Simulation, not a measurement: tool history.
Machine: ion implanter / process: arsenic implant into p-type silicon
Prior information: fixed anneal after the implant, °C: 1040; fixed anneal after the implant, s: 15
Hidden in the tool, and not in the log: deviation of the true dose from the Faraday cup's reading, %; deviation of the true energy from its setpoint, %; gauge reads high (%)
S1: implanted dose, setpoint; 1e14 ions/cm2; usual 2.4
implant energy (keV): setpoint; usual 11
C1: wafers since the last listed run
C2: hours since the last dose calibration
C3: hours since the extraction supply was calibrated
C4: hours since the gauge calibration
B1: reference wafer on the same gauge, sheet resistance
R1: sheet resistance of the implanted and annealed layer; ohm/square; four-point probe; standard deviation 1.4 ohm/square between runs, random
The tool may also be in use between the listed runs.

Run 1, hour 0: usual settings; C1 0; C2 1082.4; C3 3925.9; C4 497.3; B1 449.15. Result: R1 410.8 ohm/square.
Run 2, hour 6.3: usual settings; C1 119; C2 1088.7; C3 3932.2; C4 503.6; B1 449.05. Result: R1 410.88 ohm/square.
Run 3, hour 15.4: usual settings; C1 172; C2 1097.8; C3 3941.3; C4 512.7; B1 449.07. Result: R1 411.24 ohm/square.
Run 4, hour 28.8: usual settings but S1 2.91 1e14 ions/cm2; C1 253; C2 1111.2; C3 3954.7; C4 526.1; B1 448.94. Result: R1 354.23 ohm/square.
Run 5, hour 41.8: usual settings; C1 245; C2 1124.2; C3 3967.7; C4 539.1; B1 449.09. Result: R1 414.23 ohm/square.
Run 6, hour 58.8: usual settings; C1 321; C2 1141.2; C3 3984.7; C4 556.1; B1 449.08. Result: R1 412.69 ohm/square.
Run 7, hour 71.7: usual settings but S1 2.67 1e14 ions/cm2, implant energy (keV) 9.5; C1 243; C2 1154.1; C3 3997.6; C4 569; B1 448.78. Result: R1 384.62 ohm/square.
Run 8, hour 89.2: usual settings; C1 330; C2 1171.6; C3 4015.1; C4 586.5; B1 449.03. Result: R1 410.16 ohm/square.
At hour 97.3: Faraday cup replaced and dose calibrated.
At hour 107.6: extraction supply calibrated.
Run 9, hour 108.1: usual settings but S1 2.15 1e14 ions/cm2; C1 54; C2 10.8; C3 0.5; C4 605.4; B1 449.21. Result: R1 461.9 ohm/square.
Run 10, hour 112: usual settings; C1 73; C2 14.7; C3 4.4; C4 609.3; B1 448.99. Result: R1 421.98 ohm/square.
Run 11, hour 121.6: usual settings; C1 181; C2 24.3; C3 14; C4 618.9; B1 449.3. Result: R1 421.2 ohm/square.
Run 12, hour 136.4: usual settings; C1 279; C2 39.1; C3 28.8; C4 633.7; B1 449.15. Result: R1 424.23 ohm/square.
At hour 149.9: gauge calibrated.
Run 13, hour 151.2: usual settings; C1 279; C2 53.9; C3 43.6; C4 1.3; B1 449.06. Result: R1 420.28 ohm/square.
Run 14, hour 158: usual settings but S1 2.08 1e14 ions/cm2, implant energy (keV) 8; C1 128; C2 60.7; C3 50.4; C4 8.1; B1 449.13. Result: R1 486.13 ohm/square.
Run 15, hour 187.9: usual settings but S1 1.87 1e14 ions/cm2, implant energy (keV) 12; C1 565; C2 90.6; C3 80.3; C4 38; B1 448.78. Result: R1 510.69 ohm/square.
Run 16, hour 203.7: usual settings but implant energy (keV) 13; C1 298; C2 106.4; C3 96.1; C4 53.8; B1 448.6. Result: R1 414.66 ohm/square.
Run 17, hour 211.1: usual settings; C1 139; C2 113.8; C3 103.5; C4 61.2; B1 448.9. Result: R1 420.64 ohm/square.
Run 18, hour 217.9: usual settings but S1 2.01 1e14 ions/cm2, implant energy (keV) 14.5; C1 128; C2 120.6; C3 110.3; C4 68; B1 449.05. Result: R1 469.84 ohm/square.
Run 19, hour 232.8: usual settings but implant energy (keV) 12.5; C1 281; C2 135.5; C3 125.2; C4 82.9; B1 448.93. Result: R1 415.33 ohm/square.
Run 20, hour 253.7: usual settings but S1 2.15 1e14 ions/cm2; C1 395; C2 156.4; C3 146.1; C4 103.8; B1 448.93. Result: R1 457.08 ohm/square.
Run 21, hour 266.9: usual settings but S1 1.75 1e14 ions/cm2, implant energy (keV) 14.5; C1 249; C2 169.6; C3 159.3; C4 117; B1 448.88. Result: R1 520.97 ohm/square.
Run 22, hour 275.7: usual settings but S1 2.77 1e14 ions/cm2, implant energy (keV) 14; C1 166; C2 178.4; C3 168.1; C4 125.8; B1 449.2. Result: R1 366.33 ohm/square.
Run 23, hour 293.1: usual settings but S1 1.91 1e14 ions/cm2, implant energy (keV) 8.5; C1 329; C2 195.8; C3 185.5; C4 143.2; B1 449.04. Result: R1 515.85 ohm/square.
Run 24, hour 308.5: usual settings but S1 1.72 1e14 ions/cm2, implant energy (keV) 9; C1 291; C2 211.2; C3 200.9; C4 158.6; B1 449.02. Result: R1 556.2 ohm/square.
Run 25, hour 320.2: usual settings but S1 2.67 1e14 ions/cm2; C1 221; C2 222.9; C3 212.6; C4 170.3; B1 448.52. Result: R1 386.63 ohm/square.
Run 26, hour 328.4: usual settings but S1 1.7 1e14 ions/cm2; C1 155; C2 231.1; C3 220.8; C4 178.5; B1 448.95. Result: R1 548.74 ohm/square.
Run 27, hour 336.4: usual settings but S1 2.04 1e14 ions/cm2, implant energy (keV) 8.5; C1 151; C2 239.1; C3 228.8; C4 186.5; B1 449.16. Result: R1 487.46 ohm/square.
Run 28, hour 343.9: usual settings but S1 2.77 1e14 ions/cm2, implant energy (keV) 14; C1 141; C2 246.6; C3 236.3; C4 194; B1 449.19. Result: R1 369.07 ohm/square.
Run 29, hour 355.7: usual settings but S1 1.8 1e14 ions/cm2, implant energy (keV) 8; C1 223; C2 258.4; C3 248.1; C4 205.8; B1 449.06. Result: R1 539.56 ohm/square.
Run 30, hour 364.1: usual settings but S1 2.01 1e14 ions/cm2; C1 158; C2 266.8; C3 256.5; C4 214.2; B1 449.05. Result: R1 485.01 ohm/square.
Run 31, hour 381.6: usual settings but S1 1.72 1e14 ions/cm2, implant energy (keV) 9; C1 330; C2 284.3; C3 274; C4 231.7; B1 448.83. Result: R1 554.67 ohm/square.
Run 32, hour 389.8: usual settings but S1 2.77 1e14 ions/cm2, implant energy (keV) 14; C1 155; C2 292.5; C3 282.2; C4 239.9; B1 448.7. Result: R1 366.25 ohm/square.
Run 33, hour 406.6: usual settings but S1 2.08 1e14 ions/cm2, implant energy (keV) 8; C1 317; C2 309.3; C3 299; C4 256.7; B1 449.03. Result: R1 482.63 ohm/square.
Run 34, hour 420: usual settings but S1 2.78 1e14 ions/cm2, implant energy (keV) 8.5; C1 253; C2 322.7; C3 312.4; C4 270.1; B1 449.25. Result: R1 380.5 ohm/square.
Run 35, hour 432.3: usual settings but S1 1.7 1e14 ions/cm2; C1 232; C2 335; C3 324.7; C4 282.4; B1 448.74. Result: R1 545.07 ohm/square.
Run 36, hour 449.9: usual settings but implant energy (keV) 10; C1 332; C2 352.6; C3 342.3; C4 300; B1 449.15. Result: R1 420.61 ohm/square.
Run 37, hour 461.5: usual settings but S1 2.84 1e14 ions/cm2, implant energy (keV) 14; C1 219; C2 364.2; C3 353.9; C4 311.6; B1 449.07. Result: R1 359.38 ohm/square.
Run 38, hour 475.4: usual settings; C1 262; C2 378.1; C3 367.8; C4 325.5; B1 449.15. Result: R1 417.98 ohm/square.

Each row is a separate what-if for the run after 38, all from the same tool condition, not one after another. Results?
Run A, hour 475.8: usual settings; C1 7; C2 378.5; C3 368.2; C4 325.9; B1 ?. Result: R1 ?.
Run B, hour 475.8: usual settings but S1 2.86 1e14 ions/cm2, implant energy (keV) 13; C1 7; C2 378.5; C3 368.2; C4 325.9; B1 ?. Result: R1 ?.
Run C, hour 475.8: usual settings but S1 2.79 1e14 ions/cm2, implant energy (keV) 13.5; C1 7; C2 378.5; C3 368.2; C4 325.9; B1 ?. Result: R1 ?.

run      B1      R1
  A  449.01  421.37
  B  449.01   362.3
  C  449.01  367.95
Take away the tool's hidden state, keep each run's random variation, and the runs would have read:
run      R1
  A  426.39
  B  366.57
  C  372.28
